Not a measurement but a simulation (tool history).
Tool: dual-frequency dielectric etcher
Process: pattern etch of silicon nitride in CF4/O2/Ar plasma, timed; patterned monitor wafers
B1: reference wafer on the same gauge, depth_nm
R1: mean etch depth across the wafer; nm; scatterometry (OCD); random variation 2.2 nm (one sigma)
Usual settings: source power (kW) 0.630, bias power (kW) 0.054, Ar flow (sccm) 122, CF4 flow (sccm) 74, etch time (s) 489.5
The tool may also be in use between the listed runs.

Run 1, hour 0.0: usual settings; B1 1080.1. Result: R1 1011.7 nm.
Run 2, hour 31.0: usual settings; B1 1079.4. Result: R1 1009.9 nm.
Run 3, hour 59.5: usual settings; B1 1079.2. Result: R1 1012.3 nm.
Run 4, hour 88.9: usual settings but etch time (s) 547.0; B1 1079.9. Result: R1 1127.4 nm.
At hour 126.8: upper electrode replaced.
Run 5, hour 127.3: usual settings but etch time (s) 547.0; B1 1079.5. Result: R1 1126.1 nm.
At hour 158.9: wet clean of the chamber.
Run 6, hour 159.4: usual settings; B1 1079.5. Result: R1 1022.1 nm.
At hour 169.4: bias power generator calibrated.
Run 7, hour 184.0: usual settings; B1 1081.0. Result: R1 1016.4 nm.
At hour 244.5: Ar flow controller replaced.
Run 8, hour 274.3: usual settings; B1 1078.6. Result: R1 1018.0 nm.
Run 9, hour 294.3: usual settings but source power (kW) 0.490, bias power (kW) 0.060, Ar flow (sccm) 136, CF4 flow (sccm) 68; B1 1080.4. Result: R1 797.0 nm.
Run 10, hour 340.4: usual settings; B1 1079.2. Result: R1 1014.3 nm.
At hour 366.2: source power generator calibrated.
Run 11, hour 375.2: usual settings but source power (kW) 0.700, Ar flow (sccm) 101, CF4 flow (sccm) 81; B1 1080.2. Result: R1 1178.6 nm.
Run 12, hour 388.6: usual settings but CF4 flow (sccm) 60, etch time (s) 451.0; B1 1080.7. Result: R1 905.2 nm.
At hour 400.0: gauge calibrated.
Run 13, hour 418.2: usual settings but source power (kW) 0.770; B1 1080.8. Result: R1 1245.6 nm.
Run 14, hour 450.4: usual settings but Ar flow (sccm) 98; B1 1079.0. Result: R1 1044.8 nm.
At hour 469.0: CF4 flow controller replaced.
Run 15, hour 469.5: usual settings but bias power (kW) 0.059, CF4 flow (sccm) 63; B1 1080.9. Result: R1 1032.0 nm.
Run 16, hour 489.3: usual settings; B1 1080.0. Result: R1 1017.1 nm.
Run 17, hour 522.4: usual settings; B1 1078.9. Result: R1 1010.5 nm.
Run 18, hour 537.3: usual settings; B1 1079.7. Result: R1 1011.4 nm.
Run 19, hour 552.0: usual settings but Ar flow (sccm) 132, CF4 flow (sccm) 83, etch time (s) 428.5; B1 1080.6. Result: R1 888.1 nm.
Run 20, hour 602.3: usual settings but etch time (s) 352.5; B1 1080.3. Result: R1 724.7 nm.
At hour 636.1: wet clean of the chamber.
Run 21, hour 638.1: usual settings but bias power (kW) 0.046, Ar flow (sccm) 145; B1 1080.1. Result: R1 916.0 nm.

4 ways to go on from here, each from the tool as it stands after run 21. What would each give?
Run A, hour 638.7: usual settings but CF4 flow (sccm) 89; B1 ?. Result: R1 ?.
Run B, hour 638.7: usual settings but etch time (s) 587.5; B1 ?. Result: R1 ?.
Run C, hour 638.7: usual settings but etch time (s) 598.5; B1 ?. Result: R1 ?.
Run D, hour 638.7: usual settings but source power (kW) 0.490, CF4 flow (sccm) 61; B1 ?. Result: R1 ?.

run      B1      R1
  A  1079.4  1050.0
  B  1079.4  1226.5
  C  1079.4  1249.5
  D  1079.4   758.4
Without the tool's hidden state the same runs would have given:
run      R1
  A  1049.2
  B  1225.5
  C  1248.5
  D   757.8
